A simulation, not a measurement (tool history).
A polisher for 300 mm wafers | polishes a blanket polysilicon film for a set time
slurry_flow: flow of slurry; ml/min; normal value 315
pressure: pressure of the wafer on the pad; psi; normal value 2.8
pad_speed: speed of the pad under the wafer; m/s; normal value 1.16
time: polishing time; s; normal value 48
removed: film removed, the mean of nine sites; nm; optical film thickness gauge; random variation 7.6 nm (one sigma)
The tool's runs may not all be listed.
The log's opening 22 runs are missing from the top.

| run | hour | slurry_flow | pressure | pad_speed | time | incoming thickness of the incoming film, nm | removed |
|---|---|---|---|---|---|---|---|
| 23 | 1052.7 | 265 | 2.8 | 1.16 | 48 | 1309.5 | 528.0 |
| 24 | 1100.5 | 315 | 2.3 | 1.16 | 42 | 1327.5 | 387.0 |
|  | 1120.0 | slurry nozzle cleaned |
| 25 | 1166.8 | 415 | 3.1 | 0.94 | 57 | 1284.6 | 590.7 |
| 26 | 1222.7 | 315 | 2.8 | 1.16 | 48 | 1295.4 | 543.6 |
| 27 | 1252.4 | 315 | 2.8 | 1.16 | 62 | 1316.9 | 713.0 |
| 28 | 1301.2 | 315 | 2.8 | 1.28 | 63 | 1297.6 | 821.0 |
| 29 | 1343.2 | 385 | 2.8 | 1.16 | 42 | 1282.8 | 491.1 |
|  | 1347.3 | worn pad replaced by a new one |
| 30 | 1400.0 | 315 | 2.4 | 1.16 | 65 | 1284.0 | 659.8 |
|  | 1423.9 | slurry nozzle cleaned |
| 31 | 1452.6 | 315 | 2.4 | 1.16 | 48 | 1292.3 | 489.2 |
|  | 1543.0 | head pressure recalibrated |
| 32 | 1630.2 | 315 | 2.8 | 1.16 | 48 | 1299.9 | 545.8 |
| 33 | 1661.5 | 315 | 3.3 | 0.86 | 57 | 1316.0 | 539.9 |
|  | 1667.3 | worn pad replaced by a new one |
| 34 | 1695.7 | 315 | 2.8 | 1.16 | 48 | 1288.5 | 544.6 |
| 35 | 1729.4 | 420 | 2.8 | 0.84 | 48 | 1320.9 | 395.6 |

Alternative continuations, all from the tool just after run 35; predict every row:
| A | 1729.8 | 315 | 2.8 | 1.16 | 48 | 1307.5 | ? |
| B | 1729.8 | 315 | 2.8 | 1.28 | 53 | 1307.5 | ? |
| C | 1729.8 | 380 | 3.4 | 0.80 | 36 | 1307.5 | ? |
| D | 1729.8 | 315 | 3.3 | 0.82 | 60 | 1307.5 | ? |
| E | 1729.8 | 315 | 2.8 | 1.42 | 35 | 1307.5 | ? |

| run | removed |
|---|---|
| A | 529.7 |
| B | 645.4 |
| C | 335.9 |
| D | 551.6 |
| E | 472.8 |
Take away the tool's hidden state, keep each run's random variation, and the runs would have read:
| run | removed |
|---|---|
| A | 521.6 |
| B | 635.5 |
| C | 330.7 |
| D | 543.2 |
| E | 465.6 |
